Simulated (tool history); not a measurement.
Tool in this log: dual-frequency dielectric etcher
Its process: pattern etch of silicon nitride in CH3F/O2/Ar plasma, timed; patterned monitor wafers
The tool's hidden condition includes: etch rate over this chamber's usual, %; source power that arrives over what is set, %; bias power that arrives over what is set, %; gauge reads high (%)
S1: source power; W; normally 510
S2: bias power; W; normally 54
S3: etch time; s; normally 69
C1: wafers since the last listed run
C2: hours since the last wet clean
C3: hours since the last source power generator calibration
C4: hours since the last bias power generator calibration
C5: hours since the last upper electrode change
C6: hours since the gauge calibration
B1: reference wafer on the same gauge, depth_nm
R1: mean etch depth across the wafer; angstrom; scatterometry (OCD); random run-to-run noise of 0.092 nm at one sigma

run	hour	S1	S2	S3	C1	C2	C3	C4	C5	C6	B1	R1
1	0	600	62	69	0	49.2	2140.3	3024.9	2649.9	3.4	49.68	503.1
2	17.6	420	54	69	266	66.8	2157.9	3042.5	2667.5	21	49.69	439.1
3	30.1	420	54	69	189	79.3	2170.4	3055	2680	33.5	49.68	440.2
# hour 58.4: upper electrode replaced
4	58.9	420	54	69	72	108.1	2199.2	3083.8	0.5	62.3	49.73	440.3
5	79.2	510	54	69	307	128.4	2219.5	3104.1	20.8	82.6	49.72	459.5
6	92.4	510	54	69	200	141.6	2232.7	3117.3	34	95.8	49.69	460.9
7	114	510	54	52.5	327	163.2	2254.3	3138.9	55.6	117.4	49.71	350.7
8	140.7	510	46	69	404	189.9	2281	3165.6	82.3	144.1	49.71	436.9
# hour 153.2: bias power generator calibrated
9	154.4	510	54	69	147	203.6	2294.7	1.2	96	157.8	49.7	461.7
10	171.1	510	59	53	253	220.3	2311.4	17.9	112.7	174.5	49.71	367.7
# hour 204.3: source power generator calibrated
11	206.9	630	54	88.5	482	256.1	2.6	53.7	148.5	210.3	49.7	625.4
12	237.9	450	66	85.5	470	287.1	33.6	84.7	179.5	241.3	49.68	603
13	252.1	510	45	69	215	301.3	47.8	98.9	193.7	255.5	49.72	435.7
14	276.2	580	48	76	365	325.4	71.9	123	217.8	279.6	49.69	505.3
15	295.5	510	54	69	292	344.7	91.2	142.3	237.1	298.9	49.69	464.9
16	331.4	580	54	57.5	544	380.6	127.1	178.2	273	334.8	49.73	400
# hour 380: wet clean of the chamber
17	380.5	570	54	78	380	0.5	176.2	227.3	322.1	383.9	49.67	529.8
18	392.1	630	41	69	175	12.1	187.8	238.9	333.7	395.5	49.72	437.8
19	406.6	400	49	78.5	219	26.6	202.3	253.4	348.2	410	49.68	475.5
20	437.3	510	46	69	465	57.3	233	284.1	378.9	440.7	49.71	432
21	458.5	560	46	51	321	78.5	254.2	305.3	400.1	461.9	49.69	326.7
22	482.7	470	64	61.5	366	102.7	278.4	329.5	424.3	486.1	49.74	427.5
23	511.4	460	49	78	435	131.4	307.1	358.2	453	514.8	49.68	489.9
24	544.7	610	65	59	504	164.7	340.4	391.5	486.3	548.1	49.69	439
25	571.4	610	48	69	404	191.4	367.1	418.2	513	574.8	49.72	461
26	599.8	510	54	69	430	219.8	395.5	446.6	541.4	603.2	49.71	460.7
27	618.7	460	42	69	286	238.7	414.4	465.5	560.3	622.1	49.7	412.8
28	632.4	510	54	89	207	252.4	428.1	479.2	574	635.8	49.72	595.2
29	656.6	540	50	80.5	366	276.6	452.3	503.4	598.2	660	49.71	531.2
30	677.8	630	54	88.5	321	297.8	473.5	524.6	619.4	681.2	49.69	624.7
31	699.8	550	42	49.5	333	319.8	495.5	546.6	641.4	703.2	49.66	309.3

Each row is a separate what-if for the run after 31, all from the same tool condition, not one after another. Results?
A	700.2	510	54	69	6	320.2	495.9	547	641.8	703.6	?	?
B	700.2	630	65	83.5	6	320.2	495.9	547	641.8	703.6	?	?
C	700.2	550	68	53	6	320.2	495.9	547	641.8	703.6	?	?

run	B1	R1
A	49.72	462.6
B	49.72	630
C	49.72	393.8
Take away the tool's hidden state, keep each run's random variation, and the runs would have read:
run	R1
A	456.3
B	621.4
C	388.4
